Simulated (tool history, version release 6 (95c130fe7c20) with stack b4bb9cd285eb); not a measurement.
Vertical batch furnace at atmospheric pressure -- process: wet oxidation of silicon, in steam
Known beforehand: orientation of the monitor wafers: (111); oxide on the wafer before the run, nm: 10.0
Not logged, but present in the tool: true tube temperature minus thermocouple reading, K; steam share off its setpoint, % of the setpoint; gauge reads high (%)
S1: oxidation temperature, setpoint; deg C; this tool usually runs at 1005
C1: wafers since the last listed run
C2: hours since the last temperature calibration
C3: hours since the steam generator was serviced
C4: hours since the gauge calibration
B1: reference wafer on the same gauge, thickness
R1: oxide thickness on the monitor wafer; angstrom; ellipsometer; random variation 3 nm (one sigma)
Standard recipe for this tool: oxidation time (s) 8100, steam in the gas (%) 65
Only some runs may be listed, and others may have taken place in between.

Run 1, hour 0.0: usual settings but steam in the gas (%) 70; C1 0; C2 2547.9; C3 191.7; C4 2335.8; B1 662.82. Result: R1 7317.7 angstrom.
Run 2, hour 85.9: usual settings but steam in the gas (%) 70; C1 651; C2 2633.8; C3 277.6; C4 2421.7; B1 661.09. Result: R1 7345.9 angstrom.
Run 3, hour 132.8: usual settings; C1 355; C2 2680.7; C3 324.5; C4 2468.6; B1 661.71. Result: R1 7013.4 angstrom.
Run 4, hour 215.8: usual settings; C1 629; C2 2763.7; C3 407.5; C4 2551.6; B1 662.38. Result: R1 7063.4 angstrom.
Run 5, hour 273.4: usual settings but steam in the gas (%) 71; C1 436; C2 2821.3; C3 465.1; C4 2609.2; B1 661.95. Result: R1 7465.7 angstrom.
Run 6, hour 312.9: usual settings but steam in the gas (%) 71; C1 299; C2 2860.8; C3 504.6; C4 2648.7; B1 661.98. Result: R1 7440.3 angstrom.
Run 7, hour 443.4: usual settings but S1 1013 deg C, steam in the gas (%) 56; C1 989; C2 2991.3; C3 635.1; C4 2779.2; B1 661.93. Result: R1 6713.2 angstrom.
Run 8, hour 530.6: usual settings but oxidation time (s) 9540; C1 661; C2 3078.5; C3 722.3; C4 2866.4; B1 661.23. Result: R1 7791.8 angstrom.
Run 9, hour 636.3: usual settings; C1 801; C2 3184.2; C3 828.0; C4 2972.1; B1 661.29. Result: R1 7133.1 angstrom.
Run 10, hour 736.9: usual settings; C1 762; C2 3284.8; C3 928.6; C4 3072.7; B1 662.46. Result: R1 7189.1 angstrom.
Run 11, hour 788.1: usual settings; C1 388; C2 3336.0; C3 979.8; C4 3123.9; B1 661.93. Result: R1 7084.1 angstrom.
Run 12, hour 865.3: usual settings but S1 1022 deg C, steam in the gas (%) 72; C1 585; C2 3413.2; C3 1057.0; C4 3201.1; B1 661.55. Result: R1 8109.0 angstrom.
At hour 953.4: thermocouples replaced and temperature profile calibrated.
Run 13, hour 953.9: usual settings but S1 1022 deg C, steam in the gas (%) 72; C1 489; C2 0.5; C3 1145.6; C4 3289.7; B1 662.38. Result: R1 7974.2 angstrom.
Run 14, hour 1019.9: usual settings but S1 1024 deg C; C1 500; C2 66.5; C3 1211.6; C4 3355.7; B1 663.03. Result: R1 7547.3 angstrom.
Run 15, hour 1087.9: usual settings; C1 515; C2 134.5; C3 1279.6; C4 3423.7; B1 661.66. Result: R1 6943.5 angstrom.
Run 16, hour 1145.1: usual settings but S1 1015 deg C, oxidation time (s) 5250, steam in the gas (%) 73; C1 433; C2 191.7; C3 1336.8; C4 3480.9; B1 662.12. Result: R1 6055.1 angstrom.
Run 17, hour 1204.9: usual settings; C1 453; C2 251.5; C3 1396.6; C4 3540.7; B1 662.02. Result: R1 7018.7 angstrom.
Run 18, hour 1261.6: usual settings but oxidation time (s) 10980, steam in the gas (%) 72; C1 429; C2 308.2; C3 1453.3; C4 3597.4; B1 662.34. Result: R1 8813.9 angstrom.
Run 19, hour 1306.5: usual settings but steam in the gas (%) 53; C1 340; C2 353.1; C3 1498.2; C4 3642.3; B1 662.71. Result: R1 6184.5 angstrom.
Run 20, hour 1399.1: usual settings but S1 1026 deg C, oxidation time (s) 4560, steam in the gas (%) 73; C1 701; C2 445.7; C3 1590.8; C4 3734.9; B1 662.81. Result: R1 5892.5 angstrom.
Run 21, hour 1480.4: usual settings but steam in the gas (%) 73; C1 616; C2 527.0; C3 1672.1; C4 3816.2; B1 660.46. Result: R1 7418.4 angstrom.
Run 22, hour 1524.3: usual settings but oxidation time (s) 9600; C1 332; C2 570.9; C3 1716.0; C4 3860.1; B1 661.98. Result: R1 7696.5 angstrom.
Run 23, hour 1561.5: usual settings but S1 1022 deg C, steam in the gas (%) 76; C1 281; C2 608.1; C3 1753.2; C4 3897.3; B1 661.37. Result: R1 8320.6 angstrom.
Run 24, hour 1634.7: usual settings but oxidation time (s) 5670; C1 554; C2 681.3; C3 1826.4; C4 3970.5; B1 661.49. Result: R1 5609.8 angstrom.
Run 25, hour 1740.0: usual settings; C1 798; C2 786.6; C3 1931.7; C4 4075.8; B1 661.88. Result: R1 6944.5 angstrom.
At hour 1766.9: steam generator serviced.
Run 26, hour 1795.1: usual settings but S1 995 deg C, oxidation time (s) 12090; C1 235; C2 841.7; C3 28.2; C4 4130.9; B1 661.39. Result: R1 8356.2 angstrom.
Run 27, hour 2074.8: usual settings; C1 2120; C2 1121.4; C3 307.9; C4 4410.6; B1 662.59. Result: R1 6966.4 angstrom.
Run 28, hour 2132.0: usual settings but S1 995 deg C, oxidation time (s) 4440, steam in the gas (%) 61; C1 433; C2 1178.6; C3 365.1; C4 4467.8; B1 661.86. Result: R1 4428.6 angstrom.
At hour 2176.2: gauge calibrated.
Run 29, hour 2237.1: usual settings but oxidation time (s) 5190, steam in the gas (%) 75; C1 796; C2 1283.7; C3 470.2; C4 60.9; B1 661.60. Result: R1 5813.8 angstrom.
Run 30, hour 2322.1: usual settings but S1 984 deg C, oxidation time (s) 9510; C1 644; C2 1368.7; C3 555.2; C4 145.9; B1 662.23. Result: R1 6927.4 angstrom.
Run 31, hour 2383.3: usual settings but S1 1027 deg C, oxidation time (s) 5220, steam in the gas (%) 61; C1 463; C2 1429.9; C3 616.4; C4 207.1; B1 662.73. Result: R1 5768.2 angstrom.
Run 32, hour 2421.3: usual settings but S1 996 deg C, oxidation time (s) 11400, steam in the gas (%) 75; C1 288; C2 1467.9; C3 654.4; C4 245.1; B1 662.30. Result: R1 8848.8 angstrom.
Run 33, hour 2487.7: usual settings but S1 1013 deg C, oxidation time (s) 5940; C1 503; C2 1534.3; C3 720.8; C4 311.5; B1 662.15. Result: R1 6028.6 angstrom.
Run 34, hour 2565.9: usual settings but S1 1017 deg C, oxidation time (s) 4560, steam in the gas (%) 70; C1 592; C2 1612.5; C3 799.0; C4 389.7; B1 662.22. Result: R1 5530.5 angstrom.
Run 35, hour 2670.4: usual settings but oxidation time (s) 5640; C1 792; C2 1717.0; C3 903.5; C4 494.2; B1 661.52. Result: R1 5595.5 angstrom.
Run 36, hour 2763.0: usual settings but S1 984 deg C, oxidation time (s) 10770, steam in the gas (%) 56; C1 701; C2 1809.6; C3 996.1; C4 586.8; B1 661.96. Result: R1 6800.0 angstrom.
Run 37, hour 2835.3: usual settings but S1 1012 deg C; C1 548; C2 1881.9; C3 1068.4; C4 659.1; B1 661.22. Result: R1 7268.7 angstrom.
Run 38, hour 2909.7: usual settings but oxidation time (s) 5850, steam in the gas (%) 71; C1 563; C2 1956.3; C3 1142.8; C4 733.5; B1 661.11. Result: R1 6075.1 angstrom.

Predict each of these 4 candidate next runs independently; none follows another, all start after run 38:
Run A, hour 2916.5: usual settings; C1 51; C2 1963.1; C3 1149.6; C4 740.3; B1 ?. Result: R1 ?.
Run B, hour 2916.5: usual settings but S1 983 deg C; C1 51; C2 1963.1; C3 1149.6; C4 740.3; B1 ?. Result: R1 ?.
Run C, hour 2916.5: usual settings but S1 1026 deg C; C1 51; C2 1963.1; C3 1149.6; C4 740.3; B1 ?. Result: R1 ?.
Run D, hour 2916.5: usual settings but oxidation time (s) 10320, steam in the gas (%) 56; C1 51; C2 1963.1; C3 1149.6; C4 740.3; B1 ?. Result: R1 ?.

run      B1      R1
  A  660.48  7086.2
  B  660.48  6329.4
  C  660.48  7794.9
  D  660.48  7481.0
Stripped of hidden state, with their random variation kept, the same runs would have yielded:
run      R1
  A  7032.4
  B  6274.7
  C  7742.2
  D  7425.3
